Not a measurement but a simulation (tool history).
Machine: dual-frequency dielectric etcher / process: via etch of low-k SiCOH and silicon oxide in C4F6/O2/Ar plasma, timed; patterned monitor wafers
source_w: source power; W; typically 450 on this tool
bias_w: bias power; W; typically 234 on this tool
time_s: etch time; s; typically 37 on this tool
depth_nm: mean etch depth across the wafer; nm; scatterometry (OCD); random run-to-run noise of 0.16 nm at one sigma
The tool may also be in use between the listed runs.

run     day  source_w  bias_w  time_s  wafers since the last listed run  hours since the last wet clean  hours since the last source power generator calibration  hours since the last bias power generator calibration  hours since the last upper electrode change  hours since the gauge calibration  read-back reference wafer on the same gauge, depth_nm  depth_nm
  1       0       430     234    33.5                                 0                             200                                                   1448.7                                                 2104.4                                       3192.3                              271.7                                                     89      97.7
  2   1.283       430     234    33.5                               589                           230.8                                                   1479.5                                                 2135.2                                       3223.1                              302.5                                                     89      97.9
  3   3.175       370     234      37                               868                           276.2                                                   1524.9                                                 2180.6                                       3268.5                              347.9                                                     89     104.6
  4   5.075       450     234      37                               872                           321.8                                                   1570.5                                                 2226.2                                       3314.1                              393.5                                                     89     109.6
  5   6.954       500     234      37                               862                           366.9                                                   1615.6                                                 2271.3                                       3359.2                              438.6                                                     89       113
  6   8.717       500     234      37                               809                           409.2                                                   1657.9                                                 2313.6                                       3401.5                              480.9                                                     89     112.9
  7  11.088       450     234      37                              1088                           466.1                                                   1714.8                                                 2370.5                                       3458.4                              537.8                                                     89     109.9
     13.542  -- wet clean of the chamber
  8  13.592       450     234      37                               690                             1.2                                                   1774.9                                                 2430.6                                       3518.5                              597.9                                                     89     108.8
  9  15.046       450     234      37                               667                            36.1                                                   1809.8                                                 2465.5                                       3553.4                              632.8                                                     89     108.6
 10  16.346       380     234      32                               596                            67.3                                                     1841                                                 2496.7                                       3584.6                                664                                                     89      90.3
     16.946  -- source power generator calibrated
 11  18.512       450     234      37                               918                           119.3                                                     37.6                                                 2548.7                                       3636.6                                716                                                     89     107.8
     20.325  -- bias power generator calibrated
     22.442  -- upper electrode replaced
     24.067  -- gauge calibrated
 12  26.612       400     204      33                              3183                           313.7                                                      232                                                  150.9                                        100.1                               61.1                                                     89        90
 13  28.929       500     266      32                              1063                           369.3                                                    287.6                                                  206.5                                        155.7                              116.7                                                     89       101
     30.312  -- wet clean of the chamber
 14  30.333       450     234      37                               185                             0.5                                                    321.3                                                  240.2                                        189.4                              150.4                                                     89     107.8
 15  31.621       400     257    32.5                               591                            31.4                                                    352.2                                                  271.1                                        220.3                              181.3                                                     89      95.2
 16  32.921       450     278      37                               596                            62.6                                                    383.4                                                  302.3                                        251.5                              212.5                                                     89     114.8
 17  35.538       370     271    31.5                              1201                           125.4                                                    446.2                                                  365.1                                        314.3                              275.3                                                     89      92.5
 18  38.125       450     234      37                              1188                           187.5                                                    508.3                                                  427.2                                        376.4                              337.4                                                     89     108.6
 19  40.592       380     195      37                              1132                           246.7                                                    567.5                                                  486.4                                        435.6                              396.6                                                     89      98.5
 20  43.508       540     177      37                              1339                           316.7                                                    637.5                                                  556.4                                        505.6                              466.6                                                     89     104.6
 21  44.604       420     191      37                               503                             343                                                    663.8                                                  582.7                                        531.9                              492.9                                                     89     100.5

Below are 5 alternative next runs, each starting from the tool's condition after run 21. Predict each:
  A  44.621       450     234      46                                 7                           343.4                                                    664.2                                                  583.1                                        532.3                              493.3                                                      ?         ?
  B  44.621       380     179    40.5                                 7                           343.4                                                    664.2                                                  583.1                                        532.3                              493.3                                                      ?         ?
  C  44.621       390     234      41                                 7                           343.4                                                    664.2                                                  583.1                                        532.3                              493.3                                                      ?         ?
  D  44.621       420     284      34                                 7                           343.4                                                    664.2                                                  583.1                                        532.3                              493.3                                                      ?         ?
  E  44.621       530     258      33                                 7                           343.4                                                    664.2                                                  583.1                                        532.3                              493.3                                                      ?         ?

run  read-back reference wafer on the same gauge, depth_nm  depth_nm
  A                                                     89     136.1
  B                                                     89     105.2
  C                                                     89     117.2
  D                                                     89     105.7
  E                                                     89     105.3
Without the tool's unlogged condition, the same runs would have read:
run  depth_nm
  A     133.3
  B       103
  C     114.7
  D     103.5
  E     103.1
